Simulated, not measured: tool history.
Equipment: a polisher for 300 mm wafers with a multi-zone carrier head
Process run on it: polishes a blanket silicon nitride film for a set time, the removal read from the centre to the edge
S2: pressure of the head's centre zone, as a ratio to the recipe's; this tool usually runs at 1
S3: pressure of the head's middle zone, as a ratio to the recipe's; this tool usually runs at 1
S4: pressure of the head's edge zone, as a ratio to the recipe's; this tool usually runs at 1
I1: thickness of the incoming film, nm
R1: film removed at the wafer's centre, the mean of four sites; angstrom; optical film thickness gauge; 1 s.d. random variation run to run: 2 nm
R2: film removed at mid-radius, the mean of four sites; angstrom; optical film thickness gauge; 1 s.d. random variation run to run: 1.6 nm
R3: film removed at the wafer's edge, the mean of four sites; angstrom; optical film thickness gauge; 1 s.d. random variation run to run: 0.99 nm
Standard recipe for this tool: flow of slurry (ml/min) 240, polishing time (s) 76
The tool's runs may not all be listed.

Run 1, hour 0: usual settings but S3 0.91, polishing time (s) 67; I1 845.6. Result: R1 1175 angstrom, R2 1153 angstrom, R3 1252 angstrom.
Run 2, hour 13.8: usual settings but S3 0.91, polishing time (s) 67; I1 840. Result: R1 1194 angstrom, R2 1137 angstrom, R3 1239 angstrom.
Run 3, hour 25.7: usual settings; I1 827.4. Result: R1 1349 angstrom, R2 1364 angstrom, R3 1409 angstrom.
Run 4, hour 41.5: usual settings; I1 840.6. Result: R1 1332 angstrom, R2 1408 angstrom, R3 1416 angstrom.
Run 5, hour 50: usual settings; I1 847.8. Result: R1 1331 angstrom, R2 1398 angstrom, R3 1406 angstrom.
At hour 57.1: worn pad replaced by a new one.
Run 6, hour 59.8: usual settings; I1 856. Result: R1 1364 angstrom, R2 1371 angstrom, R3 1410 angstrom.
Run 7, hour 66.9: usual settings; I1 834.9. Result: R1 1348 angstrom, R2 1369 angstrom, R3 1405 angstrom.
Run 8, hour 83.6: usual settings; I1 833.4. Result: R1 1327 angstrom, R2 1361 angstrom, R3 1406 angstrom.
At hour 96.2: centre zone pressure recalibrated.
Run 9, hour 100: usual settings but S2 0.96; I1 837.2. Result: R1 1281 angstrom, R2 1385 angstrom, R3 1390 angstrom.
Run 10, hour 117.4: usual settings; I1 842.3. Result: R1 1355 angstrom, R2 1342 angstrom, R3 1405 angstrom.
Run 11, hour 124.8: usual settings; I1 832.4. Result: R1 1342 angstrom, R2 1324 angstrom, R3 1390 angstrom.
Run 12, hour 133.1: usual settings but polishing time (s) 66; I1 837.5. Result: R1 1151 angstrom, R2 1184 angstrom, R3 1214 angstrom.
Run 13, hour 141.1: usual settings; I1 844.9. Result: R1 1302 angstrom, R2 1353 angstrom, R3 1395 angstrom.
At hour 156.1: edge zone pressure recalibrated.
Run 14, hour 158: usual settings but flow of slurry (ml/min) 175, polishing time (s) 91; I1 826.4. Result: R1 1437 angstrom, R2 1490 angstrom, R3 1554 angstrom.
At hour 167.1: carrier head's membrane replaced by a new one.
Run 15, hour 167.6: usual settings; I1 845.3. Result: R1 1297 angstrom, R2 1358 angstrom, R3 1387 angstrom.
At hour 173.5: worn pad replaced by a new one.
Run 16, hour 177.7: usual settings; I1 824.4. Result: R1 1329 angstrom, R2 1353 angstrom, R3 1385 angstrom.
Run 17, hour 187.3: usual settings but S4 0.96; I1 835.8. Result: R1 1344 angstrom, R2 1336 angstrom, R3 1369 angstrom.
At hour 202.3: slurry nozzle cleaned.
Run 18, hour 203.4: usual settings but flow of slurry (ml/min) 295, polishing time (s) 55; I1 838.9. Result: R1 1073 angstrom, R2 1111 angstrom, R3 1103 angstrom.
Run 19, hour 219.4: usual settings but S3 0.96, S4 1.03, polishing time (s) 95; I1 853.4. Result: R1 1848 angstrom, R2 1848 angstrom, R3 1872 angstrom.
Run 20, hour 231.5: usual settings but flow of slurry (ml/min) 280, S4 1.03, polishing time (s) 54; I1 846.8. Result: R1 1036 angstrom, R2 1069 angstrom, R3 1094 angstrom.
Run 21, hour 246.9: usual settings but flow of slurry (ml/min) 205, S4 1.09; I1 832.3. Result: R1 1404 angstrom, R2 1403 angstrom, R3 1466 angstrom.
Run 22, hour 253.9: usual settings; I1 829. Result: R1 1455 angstrom, R2 1425 angstrom, R3 1469 angstrom.

Here are 4 independent what-if runs from the current tool condition. What would each one return?
Run A, hour 254.4: usual settings but S3 0.93; I1 848.7. Result: R1 ?, R2 ?, R3 ?.
Run B, hour 254.4: usual settings but S4 1.04; I1 848.7. Result: R1 ?, R2 ?, R3 ?.
Run C, hour 254.4: usual settings but flow of slurry (ml/min) 310, S2 1.06; I1 848.7. Result: R1 ?, R2 ?, R3 ?.
Run D, hour 254.4: usual settings but S2 1.09; I1 848.7. Result: R1 ?, R2 ?, R3 ?.

run    R1    R2    R3
  A  1460  1390  1462
  B  1460  1436  1476
  C  1600  1489  1501
  D  1575  1435  1461
Without the tool's unlogged condition, the same runs would have read:
run    R1    R2    R3
  A  1508  1431  1494
  B  1508  1478  1509
  C  1640  1522  1527
  D  1627  1478  1493

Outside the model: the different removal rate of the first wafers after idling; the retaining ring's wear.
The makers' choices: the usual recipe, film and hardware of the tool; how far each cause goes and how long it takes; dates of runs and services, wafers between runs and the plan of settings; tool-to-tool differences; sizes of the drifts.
